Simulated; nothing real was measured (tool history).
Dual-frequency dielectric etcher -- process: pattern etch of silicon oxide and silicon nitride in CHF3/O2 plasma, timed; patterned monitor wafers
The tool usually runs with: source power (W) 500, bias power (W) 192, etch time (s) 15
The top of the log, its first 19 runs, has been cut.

run	day	source power (W)	bias power (W)	etch time (s)	wafers since the last listed run	hours since the last wet clean	hours since the last source power generator calibration	hours since the last bias power generator calibration	hours since the last upper electrode change	hours since the gauge calibration	read-back reference wafer on the same gauge, depth_nm	mean etch depth across the wafer (Å)
20	19.571	500	192	16.5	326	125.2	2034.8	110.7	60.9	569.1	22	257
# day 19.796: source power generator calibrated
21	20.162	500	192	15	187	139.4	8.8	124.9	75.1	583.3	22.01	233.1
22	21.388	500	222	15	539	168.8	38.2	154.3	104.5	612.7	22	239.6
23	22.717	610	192	13.5	585	200.7	70.1	186.2	136.4	644.6	21.98	226.9
24	24.133	580	192	11	624	234.7	104.1	220.2	170.4	678.6	21.97	179.8
# day 24.538: gauge calibrated
25	24.988	500	163	12	376	255.2	124.6	240.7	190.9	10.8	22.03	181.2
26	27.562	580	213	15	1134	317	186.4	302.5	252.7	72.6	22	256.6
27	28.596	570	214	17.5	455	341.8	211.2	327.3	277.5	97.4	22	296.2
28	29.754	580	213	18.5	510	369.6	239	355.1	305.3	125.2	22.02	318.5
29	30.95	430	192	15	526	398.3	267.7	383.8	334	153.9	21.96	219.3
30	32.142	550	176	11.5	524	426.9	296.3	412.4	362.6	182.5	22.01	182.8
31	33.117	500	192	15	429	450.3	319.7	435.8	386	205.9	22.02	234.7

Consider 3 possible next runs. They are alternatives, not a sequence: every one starts from the tool as it was left by run 31. What does each give?
A	33.133	470	192	15	7	450.7	320.1	436.2	386.4	206.3	?	?
B	33.133	500	192	11	7	450.7	320.1	436.2	386.4	206.3	?	?
C	33.133	580	158	17	7	450.7	320.1	436.2	386.4	206.3	?	?

run	read-back reference wafer on the same gauge, depth_nm	mean etch depth across the wafer (Å)
A	21.98	225.5
B	21.98	169.8
C	21.98	265.1
Had the tool no hidden state, the same runs would have come out as:
run	mean etch depth across the wafer (Å)
A	220.4
B	165.9
C	259.1
